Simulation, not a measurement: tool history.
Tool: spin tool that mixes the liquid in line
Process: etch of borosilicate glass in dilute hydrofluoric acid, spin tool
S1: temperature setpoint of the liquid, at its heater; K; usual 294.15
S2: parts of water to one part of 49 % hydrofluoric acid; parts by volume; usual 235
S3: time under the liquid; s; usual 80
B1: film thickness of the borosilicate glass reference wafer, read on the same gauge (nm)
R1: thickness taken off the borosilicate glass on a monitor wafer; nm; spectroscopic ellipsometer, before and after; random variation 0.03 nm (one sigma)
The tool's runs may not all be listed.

{"run": 1, "hour": 0.0, "S1": 294.15, "S2": 235, "S3": 95, "B1": 69.97, "R1": 12.03}
{"run": 2, "hour": 9.4, "S1": 294.15, "S2": 235, "S3": 95, "B1": 70, "R1": 12.01}
{"run": 3, "hour": 25.6, "S1": 294.15, "S2": 235, "S3": 95, "B1": 69.99, "R1": 11.94}
{"run": 4, "hour": 38.6, "S1": 294.15, "S2": 235, "S3": 80, "B1": 69.99, "R1": 10.07}
{"hour": 45.8, "done": "thermometer replaced"}
{"run": 5, "hour": 87.9, "S1": 294.15, "S2": 235, "S3": 80, "B1": 70.01, "R1": 10.61}
{"hour": 92.7, "done": "gauge calibrated"}
{"run": 6, "hour": 101.9, "S1": 294.15, "S2": 235, "S3": 80, "B1": 70, "R1": 10.61}
{"hour": 105.7, "done": "hydrofluoric acid flow meter replaced"}
{"hour": 148.2, "done": "thermometer replaced, repeated, since the last time left the tool worse"}
{"run": 7, "hour": 153.3, "S1": 294.15, "S2": 235, "S3": 80, "B1": 70.01, "R1": 9.54}
{"run": 8, "hour": 170.3, "S1": 294.15, "S2": 235, "S3": 70, "B1": 69.99, "R1": 8.35}
{"run": 9, "hour": 181.1, "S1": 299.15, "S2": 170, "S3": 95, "B1": 69.99, "R1": 20.35}
{"run": 10, "hour": 194.2, "S1": 291.15, "S2": 300, "S3": 35, "B1": 70.02, "R1": 2.75}
{"run": 11, "hour": 201.1, "S1": 294.15, "S2": 235, "S3": 40, "B1": 69.98, "R1": 4.77}
{"run": 12, "hour": 210.4, "S1": 294.15, "S2": 195, "S3": 80, "B1": 70, "R1": 12.03}
{"run": 13, "hour": 216.4, "S1": 294.15, "S2": 235, "S3": 100, "B1": 70.01, "R1": 11.99}
{"run": 14, "hour": 227.9, "S1": 294.15, "S2": 235, "S3": 80, "B1": 70, "R1": 9.51}
{"run": 15, "hour": 237.7, "S1": 290.65, "S2": 235, "S3": 80, "B1": 70, "R1": 8.31}
{"run": 16, "hour": 250.0, "S1": 294.15, "S2": 235, "S3": 80, "B1": 70, "R1": 9.63}
{"run": 17, "hour": 256.6, "S1": 290.15, "S2": 235, "S3": 110, "B1": 69.99, "R1": 11.31}
{"run": 18, "hour": 263.8, "S1": 297.65, "S2": 165, "S3": 120, "B1": 70, "R1": 25.09}
{"run": 19, "hour": 276.4, "S1": 294.15, "S2": 235, "S3": 80, "B1": 70, "R1": 9.54}
{"run": 20, "hour": 287.3, "S1": 294.15, "S2": 235, "S3": 80, "B1": 69.99, "R1": 9.61}
{"run": 21, "hour": 293.8, "S1": 292.65, "S2": 235, "S3": 115, "B1": 69.98, "R1": 13.02}
{"run": 22, "hour": 304.9, "S1": 294.15, "S2": 165, "S3": 80, "B1": 70.02, "R1": 14.68}
{"run": 23, "hour": 316.4, "S1": 298.65, "S2": 340, "S3": 80, "B1": 70.01, "R1": 7}
{"run": 24, "hour": 330.4, "S1": 298.65, "S2": 235, "S3": 100, "B1": 70.01, "R1": 14.12}
{"run": 25, "hour": 337.5, "S1": 298.15, "S2": 120, "S3": 100, "B1": 70, "R1": 31.2}
{"run": 26, "hour": 344.4, "S1": 292.65, "S2": 235, "S3": 30, "B1": 70, "R1": 3.39}
{"run": 27, "hour": 362.4, "S1": 295.65, "S2": 300, "S3": 100, "B1": 70, "R1": 9.35}
{"run": 28, "hour": 372.4, "S1": 294.15, "S2": 235, "S3": 80, "B1": 70, "R1": 9.55}
{"run": 29, "hour": 379.1, "S1": 290.15, "S2": 145, "S3": 30, "B1": 70, "R1": 5.45}
{"run": 30, "hour": 393.6, "S1": 296.65, "S2": 300, "S3": 105, "B1": 70.01, "R1": 10.17}
{"run": 31, "hour": 405.0, "S1": 290.15, "S2": 235, "S3": 110, "B1": 70.03, "R1": 11.38}
{"run": 32, "hour": 412.9, "S1": 292.15, "S2": 290, "S3": 50, "B1": 70, "R1": 4.28}

5 ways to go on from here, each from the tool as it stands after run 32. What would each give?
{"run": "A", "hour": 413.3, "S1": 294.15, "S2": 270, "S3": 80, "B1": "?", "R1": "?"}
{"run": "B", "hour": 413.3, "S1": 294.15, "S2": 235, "S3": 65, "B1": "?", "R1": "?"}
{"run": "C", "hour": 413.3, "S1": 290.15, "S2": 235, "S3": 80, "B1": "?", "R1": "?"}
{"run": "D", "hour": 413.3, "S1": 298.65, "S2": 235, "S3": 80, "B1": "?", "R1": "?"}
{"run": "E", "hour": 413.3, "S1": 298.65, "S2": 145, "S3": 105, "B1": "?", "R1": "?"}

run=A B1=69.99 R1=8.1
run=B B1=69.99 R1=7.82
run=C B1=69.99 R1=8.27
run=D B1=69.99 R1=11.34
run=E B1=69.99 R1=26.72
Without the tool's hidden state the same runs would have given:
run=A R1=7.98
run=B R1=7.7
run=C R1=8.13
run=D R1=11.17
run=E R1=26.29
